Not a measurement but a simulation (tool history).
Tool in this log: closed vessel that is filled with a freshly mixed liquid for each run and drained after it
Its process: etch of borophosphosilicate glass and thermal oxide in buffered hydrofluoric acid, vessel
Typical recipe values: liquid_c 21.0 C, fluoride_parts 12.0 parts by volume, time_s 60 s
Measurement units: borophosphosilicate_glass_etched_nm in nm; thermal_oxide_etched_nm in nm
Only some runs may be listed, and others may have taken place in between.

run	hour	liquid_c	fluoride_parts	time_s	wafers since the last listed run	hours since the thermometer was replaced	hours since the hydrofluoric acid flow meter was replaced	hours since the gauge calibration	read-back film thickness of the borophosphosilicate glass reference wafer, read on the same gauge (nm)	read-back film thickness of the thermal oxide reference wafer, read on the same gauge (nm)	borophosphosilicate_glass_etched_nm	thermal_oxide_etched_nm
1	0.0	21.0	12.0	80	0	677.2	186.8	10.5	80.12	110.19	70.05	66.85
2	53.7	21.0	12.0	80	6957	730.9	240.5	64.2	80.29	110.46	69.81	66.77
3	125.5	21.0	12.0	80	9303	802.7	312.3	136.0	80.59	110.75	70.16	67.21
4	174.9	21.0	12.0	60	6400	852.1	361.7	185.4	80.68	110.92	52.55	50.32
5	225.3	21.0	12.0	60	6530	902.5	412.1	235.8	80.87	111.20	52.89	50.63
# hour 267.7: thermometer replaced
6	269.0	21.0	14.0	70	5532	1.3	455.8	279.5	81.00	111.38	53.01	51.39
7	324.1	21.0	12.0	60	7139	56.4	510.9	334.6	81.22	111.65	53.44	50.74
# hour 363.3: hydrofluoric acid flow meter replaced
8	389.1	21.0	12.0	60	8292	121.4	25.8	399.6	81.45	111.95	53.18	50.01
9	451.2	21.0	12.0	60	8046	183.5	87.9	461.7	81.64	112.23	53.64	50.50
10	528.2	21.0	12.0	75	9976	260.5	164.9	538.7	81.88	112.51	66.87	63.63
11	583.5	21.0	15.0	60	7165	315.8	220.2	594.0	82.00	112.82	43.11	41.36
12	677.8	22.5	12.0	60	12218	410.1	314.5	688.3	82.31	113.16	58.71	55.11
13	737.3	21.0	12.0	60	7709	469.6	374.0	747.8	82.51	113.49	53.90	51.64
# hour 759.4: gauge calibrated
14	818.1	22.5	15.5	60	10469	550.4	454.8	58.7	80.03	110.02	44.37	42.55
# hour 821.8: hydrofluoric acid flow meter replaced
15	911.1	18.0	8.5	80	11920	643.4	89.3	151.7	80.31	110.44	80.23	77.10
16	997.0	21.0	15.5	75	11130	729.3	175.2	237.6	80.58	110.78	51.24	48.51
17	1055.3	19.0	16.5	30	7553	787.6	233.5	295.9	80.74	111.10	17.17	16.55
18	1099.5	24.5	12.0	60	5726	831.8	277.7	340.1	80.94	111.30	64.07	61.38
19	1163.6	21.0	12.0	30	8305	895.9	341.8	404.2	81.14	111.60	26.55	25.30
# hour 1265.3: hydrofluoric acid flow meter replaced
# hour 1316.0: thermometer replaced
20	1351.6	21.0	12.0	60	24099	35.6	86.3	592.2	81.75	112.37	53.37	51.60
21	1392.0	19.0	12.0	60	5234	76.0	126.7	632.6	81.88	112.51	47.98	45.32
22	1487.8	17.0	12.0	45	12412	171.8	222.5	728.4	82.13	112.98	32.16	30.94
23	1530.0	17.0	12.0	85	5467	214.0	264.7	770.6	82.26	113.12	61.32	57.86
24	1571.2	21.0	12.0	60	5338	255.2	305.9	811.8	82.43	113.33	54.02	52.02
# hour 1643.3: gauge calibrated
25	1657.4	21.0	12.0	60	11168	341.4	392.1	14.1	79.80	109.73	52.34	49.97

Branching from run 25: 3 alternative next runs. What would each branch give?
A	1658.1	21.0	13.5	60	90	342.1	392.8	14.8	?	?	?	?
B	1658.1	21.0	9.0	60	90	342.1	392.8	14.8	?	?	?	?
C	1658.1	17.0	14.0	85	90	342.1	392.8	14.8	?	?	?	?

run	read-back film thickness of the borophosphosilicate glass reference wafer, read on the same gauge (nm)	read-back film thickness of the thermal oxide reference wafer, read on the same gauge (nm)	borophosphosilicate_glass_etched_nm	thermal_oxide_etched_nm
A	79.77	109.75	46.12	44.89
B	79.77	109.75	66.28	64.31
C	79.77	109.75	50.44	48.96
Stripped of hidden state, with their random variation kept, the same runs would have yielded:
run	borophosphosilicate_glass_etched_nm	thermal_oxide_etched_nm
A	46.24	45.00
B	66.45	64.47
C	50.57	49.09
